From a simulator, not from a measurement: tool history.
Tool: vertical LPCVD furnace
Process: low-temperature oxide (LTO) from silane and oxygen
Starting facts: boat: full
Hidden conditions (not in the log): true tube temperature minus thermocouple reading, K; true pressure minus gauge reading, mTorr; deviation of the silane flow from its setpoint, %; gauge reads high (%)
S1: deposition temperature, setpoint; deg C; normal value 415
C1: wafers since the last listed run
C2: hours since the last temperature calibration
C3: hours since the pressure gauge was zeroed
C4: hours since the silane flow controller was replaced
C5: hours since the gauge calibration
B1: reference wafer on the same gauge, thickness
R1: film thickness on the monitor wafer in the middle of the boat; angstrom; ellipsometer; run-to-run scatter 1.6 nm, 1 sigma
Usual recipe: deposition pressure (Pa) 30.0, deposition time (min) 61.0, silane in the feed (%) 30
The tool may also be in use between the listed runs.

{"run": 1, "hour": 0.0, "S1": 415, "deposition pressure (Pa)": 30.0, "deposition time (min)": 61.0, "silane in the feed (%)": 32, "C1": 0, "C2": 2093.3, "C3": 3074.5, "C4": 3713.5, "C5": 666.3, "B1": 547.22, "R1": 5330.8}
{"run": 2, "hour": 83.3, "S1": 415, "deposition pressure (Pa)": 30.0, "deposition time (min)": 61.0, "silane in the feed (%)": 30, "C1": 971, "C2": 2176.6, "C3": 3157.8, "C4": 3796.8, "C5": 749.6, "B1": 547.77, "R1": 4908.8}
{"run": 3, "hour": 157.1, "S1": 415, "deposition pressure (Pa)": 30.0, "deposition time (min)": 61.0, "silane in the feed (%)": 30, "C1": 860, "C2": 2250.4, "C3": 3231.6, "C4": 3870.6, "C5": 823.4, "B1": 547.11, "R1": 4909.0}
{"run": 4, "hour": 248.6, "S1": 415, "deposition pressure (Pa)": 30.0, "deposition time (min)": 61.0, "silane in the feed (%)": 30, "C1": 1067, "C2": 2341.9, "C3": 3323.1, "C4": 3962.1, "C5": 914.9, "B1": 547.02, "R1": 4906.0}
{"run": 5, "hour": 339.1, "S1": 415, "deposition pressure (Pa)": 30.0, "deposition time (min)": 61.0, "silane in the feed (%)": 30, "C1": 1055, "C2": 2432.4, "C3": 3413.6, "C4": 4052.6, "C5": 1005.4, "B1": 547.08, "R1": 4920.5}
{"run": 6, "hour": 391.5, "S1": 415, "deposition pressure (Pa)": 30.0, "deposition time (min)": 61.0, "silane in the feed (%)": 30, "C1": 611, "C2": 2484.8, "C3": 3466.0, "C4": 4105.0, "C5": 1057.8, "B1": 547.39, "R1": 4903.2}
{"run": 7, "hour": 493.6, "S1": 415, "deposition pressure (Pa)": 30.0, "deposition time (min)": 61.0, "silane in the feed (%)": 30, "C1": 1190, "C2": 2586.9, "C3": 3568.1, "C4": 4207.1, "C5": 1159.9, "B1": 547.08, "R1": 4921.3}
{"run": 8, "hour": 591.1, "S1": 415, "deposition pressure (Pa)": 30.0, "deposition time (min)": 61.0, "silane in the feed (%)": 28, "C1": 1137, "C2": 2684.4, "C3": 3665.6, "C4": 4304.6, "C5": 1257.4, "B1": 547.01, "R1": 4478.5}
{"hour": 646.9, "done": "pressure gauge zeroed"}
{"hour": 659.5, "done": "silane flow controller replaced"}
{"run": 9, "hour": 683.4, "S1": 415, "deposition pressure (Pa)": 30.0, "deposition time (min)": 61.0, "silane in the feed (%)": 30, "C1": 648, "C2": 2776.7, "C3": 36.5, "C4": 23.9, "C5": 1349.7, "B1": 547.34, "R1": 4745.4}
{"hour": 732.6, "done": "thermocouples replaced and temperature profile calibrated"}
{"run": 10, "hour": 756.3, "S1": 415, "deposition pressure (Pa)": 30.0, "deposition time (min)": 61.0, "silane in the feed (%)": 30, "C1": 570, "C2": 23.7, "C3": 109.4, "C4": 96.8, "C5": 1422.6, "B1": 547.76, "R1": 4730.1}
{"run": 11, "hour": 841.4, "S1": 415, "deposition pressure (Pa)": 30.0, "deposition time (min)": 61.0, "silane in the feed (%)": 30, "C1": 992, "C2": 108.8, "C3": 194.5, "C4": 181.9, "C5": 1507.7, "B1": 547.73, "R1": 4731.9}
{"run": 12, "hour": 903.9, "S1": 415, "deposition pressure (Pa)": 30.0, "deposition time (min)": 61.0, "silane in the feed (%)": 30, "C1": 728, "C2": 171.3, "C3": 257.0, "C4": 244.4, "C5": 1570.2, "B1": 547.07, "R1": 4768.4}
{"run": 13, "hour": 978.4, "S1": 415, "deposition pressure (Pa)": 30.0, "deposition time (min)": 67.5, "silane in the feed (%)": 30, "C1": 868, "C2": 245.8, "C3": 331.5, "C4": 318.9, "C5": 1644.7, "B1": 547.5, "R1": 5252.5}
{"run": 14, "hour": 1020.0, "S1": 415, "deposition pressure (Pa)": 26.0, "deposition time (min)": 61.0, "silane in the feed (%)": 30, "C1": 485, "C2": 287.4, "C3": 373.1, "C4": 360.5, "C5": 1686.3, "B1": 546.73, "R1": 4120.1}
{"run": 15, "hour": 1078.0, "S1": 415, "deposition pressure (Pa)": 22.7, "deposition time (min)": 46.5, "silane in the feed (%)": 30, "C1": 676, "C2": 345.4, "C3": 431.1, "C4": 418.5, "C5": 1744.3, "B1": 546.88, "R1": 2727.6}
{"run": 16, "hour": 1124.5, "S1": 415, "deposition pressure (Pa)": 34.7, "deposition time (min)": 61.0, "silane in the feed (%)": 30, "C1": 542, "C2": 391.9, "C3": 477.6, "C4": 465.0, "C5": 1790.8, "B1": 546.66, "R1": 5461.3}
{"hour": 1160.7, "done": "gauge calibrated"}
{"run": 17, "hour": 1161.2, "S1": 415, "deposition pressure (Pa)": 30.0, "deposition time (min)": 61.0, "silane in the feed (%)": 28, "C1": 428, "C2": 428.6, "C3": 514.3, "C4": 501.7, "C5": 0.5, "B1": 546.77, "R1": 4271.6}
{"run": 18, "hour": 1207.4, "S1": 415, "deposition pressure (Pa)": 26.0, "deposition time (min)": 68.5, "silane in the feed (%)": 26, "C1": 538, "C2": 474.8, "C3": 560.5, "C4": 547.9, "C5": 46.7, "B1": 547.48, "R1": 3737.6}
{"run": 19, "hour": 1272.5, "S1": 415, "deposition pressure (Pa)": 30.0, "deposition time (min)": 61.0, "silane in the feed (%)": 30, "C1": 759, "C2": 539.9, "C3": 625.6, "C4": 613.0, "C5": 111.8, "B1": 547.07, "R1": 4723.4}
{"run": 20, "hour": 1376.5, "S1": 415, "deposition pressure (Pa)": 30.0, "deposition time (min)": 61.0, "silane in the feed (%)": 32, "C1": 1212, "C2": 643.9, "C3": 729.6, "C4": 717.0, "C5": 215.8, "B1": 545.68, "R1": 5209.8}
{"run": 21, "hour": 1438.8, "S1": 415, "deposition pressure (Pa)": 30.0, "deposition time (min)": 61.0, "silane in the feed (%)": 30, "C1": 726, "C2": 706.2, "C3": 791.9, "C4": 779.3, "C5": 278.1, "B1": 546.37, "R1": 4743.6}
{"run": 22, "hour": 1498.1, "S1": 415, "deposition pressure (Pa)": 30.0, "deposition time (min)": 61.0, "silane in the feed (%)": 30, "C1": 691, "C2": 765.5, "C3": 851.2, "C4": 838.6, "C5": 337.4, "B1": 547.67, "R1": 4756.1}
{"run": 23, "hour": 1579.3, "S1": 415, "deposition pressure (Pa)": 30.0, "deposition time (min)": 52.5, "silane in the feed (%)": 30, "C1": 947, "C2": 846.7, "C3": 932.4, "C4": 919.8, "C5": 418.6, "B1": 547.41, "R1": 4070.2}
{"run": 24, "hour": 1676.7, "S1": 412, "deposition pressure (Pa)": 30.0, "deposition time (min)": 61.0, "silane in the feed (%)": 30, "C1": 1135, "C2": 944.1, "C3": 1029.8, "C4": 1017.2, "C5": 516.0, "B1": 547.35, "R1": 4581.6}
{"run": 25, "hour": 1734.8, "S1": 424, "deposition pressure (Pa)": 30.0, "deposition time (min)": 61.0, "silane in the feed (%)": 34, "C1": 677, "C2": 1002.2, "C3": 1087.9, "C4": 1075.3, "C5": 574.1, "B1": 546.71, "R1": 6230.1}
{"run": 26, "hour": 1817.8, "S1": 411, "deposition pressure (Pa)": 22.7, "deposition time (min)": 61.0, "silane in the feed (%)": 30, "C1": 968, "C2": 1085.2, "C3": 1170.9, "C4": 1158.3, "C5": 657.1, "B1": 546.88, "R1": 3430.5}
{"run": 27, "hour": 1920.4, "S1": 415, "deposition pressure (Pa)": 30.0, "deposition time (min)": 61.0, "silane in the feed (%)": 30, "C1": 1196, "C2": 1187.8, "C3": 1273.5, "C4": 1260.9, "C5": 759.7, "B1": 546.57, "R1": 4765.8}
{"run": 28, "hour": 1997.4, "S1": 415, "deposition pressure (Pa)": 32.0, "deposition time (min)": 61.0, "silane in the feed (%)": 30, "C1": 898, "C2": 1264.8, "C3": 1350.5, "C4": 1337.9, "C5": 836.7, "B1": 547.48, "R1": 5039.6}
{"run": 29, "hour": 2075.4, "S1": 426, "deposition pressure (Pa)": 26.0, "deposition time (min)": 61.0, "silane in the feed (%)": 35, "C1": 909, "C2": 1342.8, "C3": 1428.5, "C4": 1415.9, "C5": 914.7, "B1": 546.21, "R1": 5705.7}
{"run": 30, "hour": 2138.3, "S1": 423, "deposition pressure (Pa)": 24.0, "deposition time (min)": 50.5, "silane in the feed (%)": 32, "C1": 733, "C2": 1405.7, "C3": 1491.4, "C4": 1478.8, "C5": 977.6, "B1": 547.7, "R1": 3753.8}

5 ways to go on from here, each from the tool as it stands after run 30. What would each give?
{"run": "A", "hour": 2143.9, "S1": 415, "deposition pressure (Pa)": 22.7, "deposition time (min)": 61.0, "silane in the feed (%)": 30, "C1": 65, "C2": 1411.3, "C3": 1497.0, "C4": 1484.4, "C5": 983.2, "B1": "?", "R1": "?"}
{"run": "B", "hour": 2143.9, "S1": 407, "deposition pressure (Pa)": 30.0, "deposition time (min)": 61.0, "silane in the feed (%)": 30, "C1": 65, "C2": 1411.3, "C3": 1497.0, "C4": 1484.4, "C5": 983.2, "B1": "?", "R1": "?"}
{"run": "C", "hour": 2143.9, "S1": 415, "deposition pressure (Pa)": 26.7, "deposition time (min)": 44.5, "silane in the feed (%)": 26, "C1": 65, "C2": 1411.3, "C3": 1497.0, "C4": 1484.4, "C5": 983.2, "B1": "?", "R1": "?"}
{"run": "D", "hour": 2143.9, "S1": 405, "deposition pressure (Pa)": 36.0, "deposition time (min)": 37.0, "silane in the feed (%)": 35, "C1": 65, "C2": 1411.3, "C3": 1497.0, "C4": 1484.4, "C5": 983.2, "B1": "?", "R1": "?"}
{"run": "E", "hour": 2143.9, "S1": 415, "deposition pressure (Pa)": 37.3, "deposition time (min)": 61.0, "silane in the feed (%)": 30, "C1": 65, "C2": 1411.3, "C3": 1497.0, "C4": 1484.4, "C5": 983.2, "B1": "?", "R1": "?"}

run=A B1=547.29 R1=3626.3
run=B B1=547.29 R1=4380.9
run=C B1=547.29 R1=2522.8
run=D B1=547.29 R1=3855.0
run=E B1=547.29 R1=5972.7
With no hidden state in the tool, these same runs would have given:
run=A R1=3605.4
run=B R1=4355.3
run=C R1=2506.4
run=D R1=3835.9
run=E R1=5938.3
